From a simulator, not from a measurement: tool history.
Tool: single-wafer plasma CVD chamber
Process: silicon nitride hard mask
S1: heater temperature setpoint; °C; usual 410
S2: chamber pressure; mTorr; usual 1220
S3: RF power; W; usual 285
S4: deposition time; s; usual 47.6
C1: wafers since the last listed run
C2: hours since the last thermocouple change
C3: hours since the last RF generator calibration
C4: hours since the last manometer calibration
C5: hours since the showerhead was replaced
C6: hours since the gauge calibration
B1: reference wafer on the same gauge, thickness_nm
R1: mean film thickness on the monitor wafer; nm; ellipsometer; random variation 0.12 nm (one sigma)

run 1 day=0 | S1=402 S2=1220 S3=285 S4=47.6 | C1=0 C2=1345.7 C3=1958.8 C4=685.7 C5=5543.7 C6=366.1 | B1=60.181 | R1=51.788
run 2 day=0.483 | S1=410 S2=1220 S3=285 S4=49.8 | C1=254 C2=1357.3 C3=1970.4 C4=697.3 C5=5555.3 C6=377.7 | B1=60.199 | R1=54.073
run 3 day=0.921 | S1=410 S2=1220 S3=285 S4=47.6 | C1=230 C2=1367.8 C3=1980.9 C4=707.8 C5=5565.8 C6=388.2 | B1=60.206 | R1=51.512
run 4 day=1.558 | S1=410 S2=1220 S3=285 S4=47.6 | C1=335 C2=1383.1 C3=1996.2 C4=723.1 C5=5581.1 C6=403.5 | B1=60.134 | R1=51.781
-- day=2.462 RF generator calibrated
run 5 day=2.483 | S1=410 S2=1220 S3=285 S4=47.6 | C1=311 C2=1405.3 C3=0.5 C4=745.3 C5=5603.3 C6=425.7 | B1=60.208 | R1=51.631
run 6 day=2.717 | S1=410 S2=1220 S3=285 S4=47.6 | C1=122 C2=1410.9 C3=6.1 C4=750.9 C5=5608.9 C6=431.3 | B1=60.218 | R1=51.64
-- day=3.412 showerhead replaced
run 7 day=3.433 | S1=410 S2=1220 S3=330 S4=47.6 | C1=201 C2=1428.1 C3=23.3 C4=768.1 C5=0.5 C6=448.5 | B1=60.219 | R1=57.511
run 8 day=3.842 | S1=416 S2=1220 S3=285 S4=53.8 | C1=215 C2=1437.9 C3=33.1 C4=777.9 C5=10.3 C6=458.3 | B1=60.267 | R1=58.264
run 9 day=4.171 | S1=410 S2=1220 S3=230 S4=47.6 | C1=173 C2=1445.8 C3=41 C4=785.8 C5=18.2 C6=466.2 | B1=60.151 | R1=43.053
-- day=4.925 capacitance manometer re-zeroed and calibrated
run 10 day=4.946 | S1=410 S2=1220 S3=285 S4=47.6 | C1=232 C2=1464.4 C3=59.6 C4=0.5 C5=36.8 C6=484.8 | B1=60.147 | R1=50.723
run 11 day=5 | S1=419 S2=1500 S3=285 S4=53.9 | C1=28 C2=1465.7 C3=60.9 C4=1.8 C5=38.1 C6=486.1 | B1=60.263 | R1=60.449
-- day=5.121 gauge calibrated
run 12 day=5.575 | S1=410 S2=1220 S3=285 S4=47.6 | C1=302 C2=1479.5 C3=74.7 C4=15.6 C5=51.9 C6=10.9 | B1=60.197 | R1=50.962
run 13 day=6.292 | S1=416 S2=1400 S3=315 S4=41.6 | C1=377 C2=1496.7 C3=91.9 C4=32.8 C5=69.1 C6=28.1 | B1=60.199 | R1=49.466
run 14 day=6.933 | S1=410 S2=1340 S3=245 S4=47.6 | C1=338 C2=1512.1 C3=107.3 C4=48.2 C5=84.5 C6=43.5 | B1=60.182 | R1=45.939
run 15 day=7.538 | S1=410 S2=1220 S3=285 S4=47.6 | C1=318 C2=1526.6 C3=121.8 C4=62.7 C5=99 C6=58 | B1=60.195 | R1=50.795
-- day=8.142 thermocouple changed; heater temperature recalibrated
run 16 day=8.229 | S1=398 S2=920 S3=315 S4=41.8 | C1=188 C2=2.1 C3=138.4 C4=79.3 C5=115.6 C6=74.6 | B1=60.191 | R1=44.455
run 17 day=8.629 | S1=410 S2=1220 S3=285 S4=47.6 | C1=210 C2=11.7 C3=148 C4=88.9 C5=125.2 C6=84.2 | B1=60.202 | R1=50.674
run 18 day=9.346 | S1=418 S2=1220 S3=285 S4=52.7 | C1=377 C2=28.9 C3=165.2 C4=106.1 C5=142.4 C6=101.4 | B1=60.227 | R1=55.909
run 19 day=9.775 | S1=410 S2=1220 S3=285 S4=47.6 | C1=226 C2=39.2 C3=175.5 C4=116.4 C5=152.7 C6=111.7 | B1=60.16 | R1=50.722
-- day=10.438 capacitance manometer re-zeroed and calibrated, repeated, since the last time left the tool worse
run 20 day=10.517 | S1=396 S2=1040 S3=340 S4=56 | C1=215 C2=57 C3=193.3 C4=1.9 C5=170.5 C6=129.5 | B1=60.229 | R1=67.775
run 21 day=11.012 | S1=410 S2=1060 S3=315 S4=47.6 | C1=261 C2=68.9 C3=205.2 C4=13.8 C5=182.4 C6=141.4 | B1=60.198 | R1=54.355
run 22 day=11.504 | S1=410 S2=1220 S3=285 S4=47.6 | C1=259 C2=80.7 C3=217 C4=25.6 C5=194.2 C6=153.2 | B1=60.268 | R1=52.496
run 23 day=12.067 | S1=410 S2=1220 S3=325 S4=47.6 | C1=296 C2=94.2 C3=230.5 C4=39.1 C5=207.7 C6=166.7 | B1=60.2 | R1=57.875
run 24 day=12.367 | S1=410 S2=1510 S3=320 S4=51.4 | C1=158 C2=101.4 C3=237.7 C4=46.3 C5=214.9 C6=173.9 | B1=60.209 | R1=65.543
run 25 day=12.779 | S1=410 S2=1220 S3=315 S4=47.6 | C1=217 C2=111.3 C3=247.6 C4=56.2 C5=224.8 C6=183.8 | B1=60.166 | R1=56.392
run 26 day=13.042 | S1=410 S2=1220 S3=285 S4=47.6 | C1=138 C2=117.6 C3=253.9 C4=62.5 C5=231.1 C6=190.1 | B1=60.273 | R1=52.526
run 27 day=13.546 | S1=410 S2=1220 S3=285 S4=52.8 | C1=265 C2=129.7 C3=266 C4=74.6 C5=243.2 C6=202.2 | B1=60.153 | R1=58.323
run 28 day=13.838 | S1=410 S2=1090 S3=285 S4=44.1 | C1=153 C2=136.7 C3=273 C4=81.6 C5=250.2 C6=209.2 | B1=60.179 | R1=46.912

Hidden state or all else? Some run-to-run changes of R1, split into what the settings, what came in and random variation would give without the hidden state, and what is left for the hidden state (with any gauge scatter that isn't in both results):
The hidden state here: wafer temperature above the value expected at the setpoint (K); delivered RF power above the setpoint (%); true pressure above the setpoint (%); gauge reads high (%).
Run 8 -> 9: S1 416 -> 410, S3 285 -> 230, S4 53.8 -> 47.6. R1 -15.211 nm: hidden state +0.186, all else -15.397.
Run 9 -> 10: S3 230 -> 285, capacitance manometer re-zeroed and calibrated. R1 +7.67 nm: hidden state -0.948, all else +8.618.
Run 19 -> 20: S1 410 -> 396, S2 1220 -> 1040, S3 285 -> 340, S4 47.6 -> 56, capacitance manometer re-zeroed and calibrated, repeated, since the last time left the tool worse. R1 +17.053 nm: hidden state +1.9, all else +15.153.
